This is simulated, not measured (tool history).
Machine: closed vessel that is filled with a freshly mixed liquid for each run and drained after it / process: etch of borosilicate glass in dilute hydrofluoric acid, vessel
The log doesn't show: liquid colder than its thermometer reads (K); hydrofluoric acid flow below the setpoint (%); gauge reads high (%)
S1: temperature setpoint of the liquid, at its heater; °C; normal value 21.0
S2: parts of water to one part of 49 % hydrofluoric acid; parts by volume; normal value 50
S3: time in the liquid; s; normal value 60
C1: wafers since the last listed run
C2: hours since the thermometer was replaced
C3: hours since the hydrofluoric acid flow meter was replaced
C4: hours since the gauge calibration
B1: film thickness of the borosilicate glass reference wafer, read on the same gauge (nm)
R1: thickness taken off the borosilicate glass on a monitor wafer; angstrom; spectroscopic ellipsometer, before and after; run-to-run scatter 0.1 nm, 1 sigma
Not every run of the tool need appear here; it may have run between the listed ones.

| run | hour | S1 | S2 | S3 | C1 | C2 | C3 | C4 | B1 | R1 |
|---|---|---|---|---|---|---|---|---|---|---|
| 1 | 0.0 | 21.0 | 50 | 60 | 0 | 406.1 | 1299.6 | 211.0 | 130.00 | 326.1 |
| 2 | 97.5 | 21.0 | 50 | 60 | 6654 | 503.6 | 1397.1 | 308.5 | 129.99 | 324.6 |
| 3 | 147.6 | 18.5 | 50 | 60 | 3419 | 553.7 | 1447.2 | 358.6 | 129.99 | 291.5 |
| 4 | 230.3 | 18.5 | 50 | 60 | 5644 | 636.4 | 1529.9 | 441.3 | 130.00 | 289.4 |
| 5 | 316.1 | 21.0 | 50 | 60 | 5855 | 722.2 | 1615.7 | 527.1 | 130.01 | 321.2 |
| 6 | 381.5 | 21.0 | 50 | 60 | 4463 | 787.6 | 1681.1 | 592.5 | 130.00 | 320.3 |
| 7 | 432.5 | 21.0 | 50 | 60 | 3480 | 838.6 | 1732.1 | 643.5 | 129.98 | 320.8 |
|  | 458.7 | hydrofluoric acid flow meter replaced |
| 8 | 533.5 | 18.0 | 60 | 45 | 6824 | 939.6 | 74.8 | 744.5 | 129.99 | 186.7 |
|  | 575.7 | thermometer replaced |
| 9 | 610.9 | 21.0 | 40 | 90 | 5214 | 35.2 | 152.2 | 821.9 | 129.99 | 649.6 |
| 10 | 698.8 | 23.5 | 65 | 60 | 5998 | 123.1 | 240.1 | 909.8 | 129.99 | 285.4 |
| 11 | 788.9 | 21.0 | 50 | 60 | 6149 | 213.2 | 330.2 | 999.9 | 130.00 | 339.7 |
|  | 799.2 | gauge calibrated |
| 12 | 894.6 | 23.0 | 60 | 45 | 7213 | 318.9 | 435.9 | 95.4 | 130.00 | 226.6 |
| 13 | 951.2 | 18.0 | 60 | 45 | 3862 | 375.5 | 492.5 | 152.0 | 129.99 | 183.2 |
| 14 | 1009.2 | 21.0 | 70 | 75 | 3958 | 433.5 | 550.5 | 210.0 | 130.01 | 292.9 |

Hidden state or all else? Some run-to-run changes of R1, split into what the settings, what came in and random variation would give without the hidden state, and what is left for the hidden state (with any gauge scatter that isn't in both results):
Run 7 -> 8: S1 21.0 -> 18.0, S2 50 -> 60, S3 60 -> 45, hydrofluoric acid flow meter replaced. R1 -134.1 angstrom: hidden state +23.9, all else -158.0.
Run 8 -> 9: S1 18.0 -> 21.0, S2 60 -> 40, S3 45 -> 90, thermometer replaced. R1 +462.9 angstrom: hidden state -3.8, all else +466.7.

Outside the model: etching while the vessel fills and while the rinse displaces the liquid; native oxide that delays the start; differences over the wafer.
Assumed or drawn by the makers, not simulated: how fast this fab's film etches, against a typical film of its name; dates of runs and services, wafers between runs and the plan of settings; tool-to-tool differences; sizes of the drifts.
